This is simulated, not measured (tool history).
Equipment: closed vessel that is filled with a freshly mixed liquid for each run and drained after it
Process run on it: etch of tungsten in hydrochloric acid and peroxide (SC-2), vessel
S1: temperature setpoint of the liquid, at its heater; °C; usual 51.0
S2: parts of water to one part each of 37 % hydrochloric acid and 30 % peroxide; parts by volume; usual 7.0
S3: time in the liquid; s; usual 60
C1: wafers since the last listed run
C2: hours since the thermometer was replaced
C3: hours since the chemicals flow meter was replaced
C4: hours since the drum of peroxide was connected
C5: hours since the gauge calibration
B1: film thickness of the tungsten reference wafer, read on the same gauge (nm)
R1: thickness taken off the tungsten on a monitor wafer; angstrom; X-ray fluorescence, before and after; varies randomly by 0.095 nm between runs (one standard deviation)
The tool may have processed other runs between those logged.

run,hour,S1,S2,S3,C1,C2,C3,C4,C5,B1,R1
1,0.0,54.0,8.5,60,0,2300.8,570.8,629.1,783.1,119.99,249.5
2,55.3,54.0,8.5,60,4755,2356.1,626.1,684.4,838.4,120.03,250.3
# hour 64.8: new drum of peroxide connected
3,104.6,46.0,7.0,75,4153,2405.4,675.4,39.8,887.7,120.00,218.6
# hour 130.6: chemicals flow meter replaced
4,199.8,51.0,7.0,45,8100,2500.6,69.2,135.0,982.9,119.93,182.6
5,262.4,51.0,7.0,35,5382,2563.2,131.8,197.6,1045.5,120.03,142.2
6,360.1,58.5,7.0,40,8401,2660.9,229.5,295.3,1143.2,119.98,261.8
7,423.0,58.5,7.0,40,5408,2723.8,292.4,358.2,1206.1,120.00,261.4
8,460.9,58.5,7.0,40,3259,2761.7,330.3,396.1,1244.0,120.00,262.5
# hour 483.9: thermometer replaced
9,541.3,51.0,7.0,60,6827,57.4,410.7,476.5,1324.4,119.93,241.3
10,578.8,51.0,7.0,60,3224,94.9,448.2,514.0,1361.9,119.96,240.0
11,636.9,51.0,7.0,60,4996,153.0,506.3,572.1,1420.0,119.98,239.5
12,676.6,51.0,7.0,60,3413,192.7,546.0,611.8,1459.7,120.04,239.3
# hour 689.8: new drum of peroxide connected
13,718.5,51.0,10.5,60,3516,234.6,587.9,28.7,1501.6,119.98,176.6
# hour 888.7: chemicals flow meter replaced
# hour 944.4: gauge calibrated
14,987.0,51.0,7.0,60,23002,503.1,98.3,297.2,42.6,119.98,242.1
15,1027.3,56.0,4.0,60,3465,543.4,138.6,337.5,82.9,120.03,503.0
16,1170.7,51.0,7.0,60,12330,686.8,282.0,480.9,226.3,120.05,242.8
17,1211.9,51.0,4.5,75,3542,728.0,323.2,522.1,267.5,119.99,418.2
# hour 1272.3: new drum of peroxide connected
18,1297.4,56.0,9.5,50,7266,813.5,408.7,25.1,353.0,120.04,220.9
19,1375.9,51.0,4.0,75,6750,892.0,487.2,103.6,431.5,119.99,457.0
20,1483.6,42.5,6.0,40,9261,999.7,594.9,211.3,539.2,120.00,101.9
21,1536.2,46.0,7.0,75,4523,1052.3,647.5,263.9,591.8,120.03,218.6

Estimate the outcome of run 22 from the log above:
# hour 1565.3: chemicals flow meter replaced
22,1573.7,48.0,4.0,45,3138,1089.8,8.4,301.4,629.3,?,?

Run 22 produced B1 119.93, R1 223.7 angstrom.
Without the tool's hidden state the same run would have given R1 226.8 angstrom.
